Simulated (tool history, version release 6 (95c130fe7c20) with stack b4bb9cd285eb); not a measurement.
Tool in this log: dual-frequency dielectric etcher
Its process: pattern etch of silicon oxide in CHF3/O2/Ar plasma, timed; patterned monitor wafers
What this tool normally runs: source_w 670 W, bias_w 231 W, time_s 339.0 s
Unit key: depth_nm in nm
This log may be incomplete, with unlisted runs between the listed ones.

| run | hour | source_w | bias_w | time_s | read-back reference wafer on the same gauge, depth_nm | depth_nm |
|---|---|---|---|---|---|---|
| 1 | 0.0 | 720 | 231 | 339.0 | 814.8 | 762.8 |
| 2 | 15.1 | 720 | 231 | 339.0 | 815.0 | 759.7 |
| 3 | 30.5 | 720 | 231 | 339.0 | 815.4 | 761.4 |
| 4 | 50.8 | 770 | 231 | 339.0 | 815.0 | 789.1 |
| 5 | 61.8 | 770 | 231 | 339.0 | 815.1 | 789.6 |
| 6 | 70.4 | 670 | 231 | 339.0 | 814.9 | 735.1 |
| 7 | 83.6 | 670 | 231 | 339.0 | 814.9 | 734.9 |
| 8 | 92.0 | 670 | 231 | 339.0 | 815.0 | 735.7 |
|  | 118.4 | upper electrode replaced |
| 9 | 118.9 | 670 | 231 | 339.0 | 815.2 | 737.6 |
| 10 | 119.3 | 820 | 231 | 237.5 | 814.9 | 573.0 |
| 11 | 120.5 | 670 | 213 | 339.0 | 815.1 | 727.0 |
|  | 130.6 | bias power generator calibrated |
| 12 | 131.1 | 800 | 231 | 339.0 | 814.9 | 807.2 |

Run 13 comes next. What will it give?
|  | 151.8 | gauge calibrated |
|  | 166.2 | wet clean of the chamber |
| 13 | 166.7 | 670 | 231 | 339.0 | ? | ? |

read-back reference wafer on the same gauge, depth_nm: 815.0
depth_nm: 721.7 nm
With no hidden state in the tool, this same run would have given depth_nm 718.4 nm.

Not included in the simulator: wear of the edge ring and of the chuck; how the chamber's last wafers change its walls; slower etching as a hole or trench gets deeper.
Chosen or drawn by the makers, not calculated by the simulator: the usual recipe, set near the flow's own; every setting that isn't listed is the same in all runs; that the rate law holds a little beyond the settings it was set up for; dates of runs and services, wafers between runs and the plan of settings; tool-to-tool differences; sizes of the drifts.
